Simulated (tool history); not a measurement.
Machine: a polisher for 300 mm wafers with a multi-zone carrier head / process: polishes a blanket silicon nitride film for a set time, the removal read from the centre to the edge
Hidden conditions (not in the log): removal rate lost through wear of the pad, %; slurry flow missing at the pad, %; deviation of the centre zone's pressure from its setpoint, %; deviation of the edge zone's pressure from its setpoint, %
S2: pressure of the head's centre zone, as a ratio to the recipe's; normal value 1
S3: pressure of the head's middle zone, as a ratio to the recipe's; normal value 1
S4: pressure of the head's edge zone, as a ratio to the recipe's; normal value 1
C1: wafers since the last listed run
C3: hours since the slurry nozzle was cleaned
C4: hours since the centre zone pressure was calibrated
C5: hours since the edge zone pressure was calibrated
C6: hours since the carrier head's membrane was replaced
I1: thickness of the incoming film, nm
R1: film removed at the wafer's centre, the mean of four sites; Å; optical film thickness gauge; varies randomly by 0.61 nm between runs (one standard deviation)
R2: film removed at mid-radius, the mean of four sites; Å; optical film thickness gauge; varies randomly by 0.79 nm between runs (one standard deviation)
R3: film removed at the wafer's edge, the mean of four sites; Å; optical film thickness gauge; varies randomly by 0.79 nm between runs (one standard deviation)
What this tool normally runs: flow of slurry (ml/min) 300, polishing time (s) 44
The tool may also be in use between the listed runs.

run 1 day=0 | flow_of_slurry_(ml/min)=300 S2=1 S3=1.06 S4=1 polishing_time_(s)=38 | C1=0 wafers_polished_on_this_pad=303 C3=318.9 C4=385.9 C5=23.2 C6=1240.8 | I1=921 | R1=698 R2=780 R3=735
run 2 day=0.312 | flow_of_slurry_(ml/min)=300 S2=0.94 S3=1 S4=1 polishing_time_(s)=44 | C1=62 wafers_polished_on_this_pad=365 C3=326.4 C4=393.4 C5=30.7 C6=1248.3 | I1=916.9 | R1=788 R2=878 R3=829
run 3 day=0.9 | flow_of_slurry_(ml/min)=300 S2=0.94 S3=1 S4=1 polishing_time_(s)=44 | C1=117 wafers_polished_on_this_pad=483 C3=340.5 C4=407.5 C5=44.8 C6=1262.4 | I1=914.4 | R1=782 R2=870 R3=855
run 4 day=1.488 | flow_of_slurry_(ml/min)=300 S2=1 S3=1 S4=1 polishing_time_(s)=44 | C1=117 wafers_polished_on_this_pad=600 C3=354.6 C4=421.6 C5=58.9 C6=1276.5 | I1=900.2 | R1=812 R2=861 R3=847
run 5 day=2.012 | flow_of_slurry_(ml/min)=300 S2=1 S3=1 S4=1 polishing_time_(s)=44 | C1=105 wafers_polished_on_this_pad=705 C3=367.2 C4=434.2 C5=71.5 C6=1289.1 | I1=892.1 | R1=814 R2=858 R3=839
run 6 day=2.408 | flow_of_slurry_(ml/min)=300 S2=1.06 S3=1.12 S4=0.97 polishing_time_(s)=44 | C1=79 wafers_polished_on_this_pad=785 C3=376.7 C4=443.7 C5=81 C6=1298.6 | I1=919.3 | R1=828 R2=937 R3=845
-- day=3.017 worn pad replaced by a new one
run 7 day=3.054 | flow_of_slurry_(ml/min)=300 S2=1 S3=1 S4=1 polishing_time_(s)=31 | C1=95 wafers_polished_on_this_pad=7 C3=392.2 C4=459.2 C5=96.5 C6=1314.1 | I1=906.5 | R1=564 R2=613 R3=590
run 8 day=3.475 | flow_of_slurry_(ml/min)=300 S2=1.11 S3=1 S4=1 polishing_time_(s)=29 | C1=84 wafers_polished_on_this_pad=91 C3=402.3 C4=469.3 C5=106.6 C6=1324.2 | I1=922.4 | R1=564 R2=576 R3=550
run 9 day=3.908 | flow_of_slurry_(ml/min)=400 S2=1 S3=1 S4=1.12 polishing_time_(s)=39 | C1=86 wafers_polished_on_this_pad=178 C3=412.7 C4=479.7 C5=117 C6=1334.6 | I1=906 | R1=730 R2=786 R3=795
-- day=4.062 centre zone pressure recalibrated
run 10 day=4.538 | flow_of_slurry_(ml/min)=360 S2=1 S3=1 S4=1 polishing_time_(s)=53 | C1=109 wafers_polished_on_this_pad=287 C3=427.8 C4=11.4 C5=132.1 C6=1349.7 | I1=907.9 | R1=1054 R2=1067 R3=1023
run 11 day=4.95 | flow_of_slurry_(ml/min)=255 S2=1.06 S3=1 S4=1.12 polishing_time_(s)=38 | C1=82 wafers_polished_on_this_pad=370 C3=437.7 C4=21.3 C5=142 C6=1359.6 | I1=904.4 | R1=747 R2=732 R3=757
-- day=5.1 slurry nozzle cleaned
run 12 day=5.283 | flow_of_slurry_(ml/min)=300 S2=0.93 S3=1 S4=1 polishing_time_(s)=44 | C1=58 wafers_polished_on_this_pad=428 C3=4.4 C4=29.3 C5=150 C6=1367.6 | I1=906.3 | R1=822 R2=875 R3=839
run 13 day=5.908 | flow_of_slurry_(ml/min)=300 S2=1 S3=1.11 S4=0.96 polishing_time_(s)=44 | C1=125 wafers_polished_on_this_pad=553 C3=19.4 C4=44.3 C5=165 C6=1382.6 | I1=912.1 | R1=844 R2=942 R3=814
run 14 day=6.271 | flow_of_slurry_(ml/min)=250 S2=1 S3=1.12 S4=1.04 polishing_time_(s)=44 | C1=72 wafers_polished_on_this_pad=625 C3=28.1 C4=53 C5=173.7 C6=1391.3 | I1=917.5 | R1=831 R2=933 R3=851
-- day=7.075 carrier head's membrane replaced by a new one
-- day=7.108 worn pad replaced by a new one
run 15 day=7.129 | flow_of_slurry_(ml/min)=255 S2=1.04 S3=0.96 S4=1 polishing_time_(s)=59 | C1=123 wafers_polished_on_this_pad=4 C3=48.7 C4=73.6 C5=194.3 C6=1.3 | I1=911.7 | R1=1127 R2=1103 R3=1118
run 16 day=7.325 | flow_of_slurry_(ml/min)=385 S2=1 S3=1 S4=0.92 polishing_time_(s)=44 | C1=39 wafers_polished_on_this_pad=43 C3=53.4 C4=78.3 C5=199 C6=6 | I1=894.1 | R1=849 R2=906 R3=818
run 17 day=7.896 | flow_of_slurry_(ml/min)=300 S2=1 S3=1 S4=1 polishing_time_(s)=44 | C1=114 wafers_polished_on_this_pad=157 C3=67.1 C4=92 C5=212.7 C6=19.7 | I1=913.8 | R1=842 R2=866 R3=833
run 18 day=8.208 | flow_of_slurry_(ml/min)=300 S2=1 S3=1 S4=1 polishing_time_(s)=44 | C1=62 wafers_polished_on_this_pad=219 C3=74.6 C4=99.5 C5=220.2 C6=27.2 | I1=916.6 | R1=835 R2=858 R3=840
run 19 day=8.588 | flow_of_slurry_(ml/min)=300 S2=1 S3=1 S4=1 polishing_time_(s)=44 | C1=75 wafers_polished_on_this_pad=295 C3=83.7 C4=108.6 C5=229.3 C6=36.3 | I1=905.4 | R1=830 R2=865 R3=835
run 20 day=8.975 | flow_of_slurry_(ml/min)=300 S2=1 S3=1 S4=1 polishing_time_(s)=44 | C1=77 wafers_polished_on_this_pad=373 C3=93 C4=117.9 C5=238.6 C6=45.6 | I1=906.9 | R1=832 R2=871 R3=830
run 21 day=9.608 | flow_of_slurry_(ml/min)=215 S2=1 S3=1 S4=1 polishing_time_(s)=44 | C1=126 wafers_polished_on_this_pad=499 C3=108.2 C4=133.1 C5=253.8 C6=60.8 | I1=902 | R1=792 R2=836 R3=817
run 22 day=9.954 | flow_of_slurry_(ml/min)=355 S2=0.95 S3=1.11 S4=1 polishing_time_(s)=51 | C1=69 wafers_polished_on_this_pad=569 C3=116.5 C4=141.4 C5=262.1 C6=69.1 | I1=926.7 | R1=950 R2=1121 R3=985
run 23 day=11.392 | flow_of_slurry_(ml/min)=365 S2=1 S3=1 S4=1.12 polishing_time_(s)=56 | C1=287 wafers_polished_on_this_pad=856 C3=151 C4=175.9 C5=296.6 C6=103.6 | I1=908.4 | R1=1074 R2=1143 R3=1149

Predict each of these 4 candidate next runs independently; none follows another, all start after run 23:
run A day=11.408 | flow_of_slurry_(ml/min)=300 S2=1 S3=1 S4=1 polishing_time_(s)=44 | C1=3 wafers_polished_on_this_pad=860 C3=151.4 C4=176.3 C5=297 C6=104 | I1=901.4 | R1=? R2=? R3=?
run B day=11.408 | flow_of_slurry_(ml/min)=225 S2=1.04 S3=1.1 S4=1 polishing_time_(s)=34 | C1=3 wafers_polished_on_this_pad=860 C3=151.4 C4=176.3 C5=297 C6=104 | I1=901.4 | R1=? R2=? R3=?
run C day=11.408 | flow_of_slurry_(ml/min)=300 S2=1 S3=0.94 S4=1.1 polishing_time_(s)=49 | C1=3 wafers_polished_on_this_pad=860 C3=151.4 C4=176.3 C5=297 C6=104 | I1=901.4 | R1=? R2=? R3=?
run D day=11.408 | flow_of_slurry_(ml/min)=330 S2=0.91 S3=0.95 S4=1 polishing_time_(s)=44 | C1=3 wafers_polished_on_this_pad=860 C3=151.4 C4=176.3 C5=297 C6=104 | I1=901.4 | R1=? R2=? R3=?

run=A R1=807 R2=867 R3=831
run=B R1=612 R2=700 R3=624
run=C R1=899 R2=916 R3=971
run=D R1=775 R2=838 R3=838
The same runs, with their run-to-run variation unchanged, on a tool lacking any hidden condition would have given:
run=A R1=845 R2=867 R3=831
run=B R1=641 R2=700 R3=624
run=C R1=940 R2=916 R3=971
run=D R1=811 R2=838 R3=838
